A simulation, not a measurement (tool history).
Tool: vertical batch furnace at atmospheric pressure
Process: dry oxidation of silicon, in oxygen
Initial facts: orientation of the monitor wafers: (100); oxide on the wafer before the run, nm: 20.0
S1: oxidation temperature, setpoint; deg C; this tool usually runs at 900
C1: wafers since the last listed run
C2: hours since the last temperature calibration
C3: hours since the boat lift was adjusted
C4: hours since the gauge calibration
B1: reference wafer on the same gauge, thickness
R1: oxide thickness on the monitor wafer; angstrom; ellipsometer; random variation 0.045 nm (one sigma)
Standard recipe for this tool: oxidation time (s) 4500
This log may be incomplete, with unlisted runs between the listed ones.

run 1 hour=0 | S1=900 oxidation_time_(s)=3780 | C1=0 C2=3566.2 C3=1267.1 C4=4.7 | B1=30.18 | R1=275.1
run 2 hour=19.2 | S1=909 oxidation_time_(s)=4500 | C1=224 C2=3585.4 C3=1286.3 C4=23.9 | B1=30.2 | R1=307.4
run 3 hour=32.4 | S1=900 oxidation_time_(s)=4500 | C1=154 C2=3598.6 C3=1299.5 C4=37.1 | B1=30.19 | R1=291.3
run 4 hour=61.9 | S1=900 oxidation_time_(s)=4500 | C1=344 C2=3628.1 C3=1329 C4=66.6 | B1=30.19 | R1=290.9
run 5 hour=88.9 | S1=900 oxidation_time_(s)=4500 | C1=315 C2=3655.1 C3=1356 C4=93.6 | B1=30.19 | R1=291
run 6 hour=108.4 | S1=900 oxidation_time_(s)=5340 | C1=227 C2=3674.6 C3=1375.5 C4=113.1 | B1=30.21 | R1=310.2
run 7 hour=139.5 | S1=900 oxidation_time_(s)=5340 | C1=363 C2=3705.7 C3=1406.6 C4=144.2 | B1=30.21 | R1=309.5
run 8 hour=159 | S1=900 oxidation_time_(s)=3480 | C1=227 C2=3725.2 C3=1426.1 C4=163.7 | B1=30.21 | R1=266.8
-- hour=184 thermocouples replaced and temperature profile calibrated
run 9 hour=191.3 | S1=900 oxidation_time_(s)=6240 | C1=97 C2=7.3 C3=1458.4 C4=196 | B1=30.22 | R1=328.6
run 10 hour=205.5 | S1=912 oxidation_time_(s)=4500 | C1=165 C2=21.5 C3=1472.6 C4=210.2 | B1=30.2 | R1=310.8
run 11 hour=227.5 | S1=900 oxidation_time_(s)=4500 | C1=257 C2=43.5 C3=1494.6 C4=232.2 | B1=30.19 | R1=289.8
-- hour=233.3 gauge calibrated
run 12 hour=246.6 | S1=900 oxidation_time_(s)=3360 | C1=223 C2=62.6 C3=1513.7 C4=13.3 | B1=30.19 | R1=263.3
run 13 hour=280.8 | S1=900 oxidation_time_(s)=4500 | C1=399 C2=96.8 C3=1547.9 C4=47.5 | B1=30.2 | R1=289.8
-- hour=323.8 boat lift adjusted
run 14 hour=324.3 | S1=878 oxidation_time_(s)=5160 | C1=227 C2=140.3 C3=0.5 C4=91 | B1=30.22 | R1=276
run 15 hour=337.3 | S1=900 oxidation_time_(s)=4500 | C1=151 C2=153.3 C3=13.5 C4=104 | B1=30.21 | R1=296.6
run 16 hour=362.4 | S1=921 oxidation_time_(s)=5820 | C1=293 C2=178.4 C3=38.6 C4=129.1 | B1=30.22 | R1=379
run 17 hour=397.1 | S1=878 oxidation_time_(s)=3630 | C1=405 C2=213.1 C3=73.3 C4=163.8 | B1=30.2 | R1=248
run 18 hour=429.3 | S1=900 oxidation_time_(s)=3450 | C1=376 C2=245.3 C3=105.5 C4=196 | B1=30.21 | R1=271.4

Branching from run 18: 3 alternative next runs. What would each branch give?
run A hour=434.9 | S1=900 oxidation_time_(s)=4500 | C1=65 C2=250.9 C3=111.1 C4=201.6 | B1=? | R1=?
run B hour=434.9 | S1=893 oxidation_time_(s)=2430 | C1=65 C2=250.9 C3=111.1 C4=201.6 | B1=? | R1=?
run C hour=434.9 | S1=878 oxidation_time_(s)=5340 | C1=65 C2=250.9 C3=111.1 C4=201.6 | B1=? | R1=?

run=A B1=30.2 R1=296.5
run=B B1=30.2 R1=238.9
run=C B1=30.2 R1=278.9
Without the tool's unlogged condition, the same runs would have read:
run=A R1=296.7
run=B R1=238.9
run=C R1=279

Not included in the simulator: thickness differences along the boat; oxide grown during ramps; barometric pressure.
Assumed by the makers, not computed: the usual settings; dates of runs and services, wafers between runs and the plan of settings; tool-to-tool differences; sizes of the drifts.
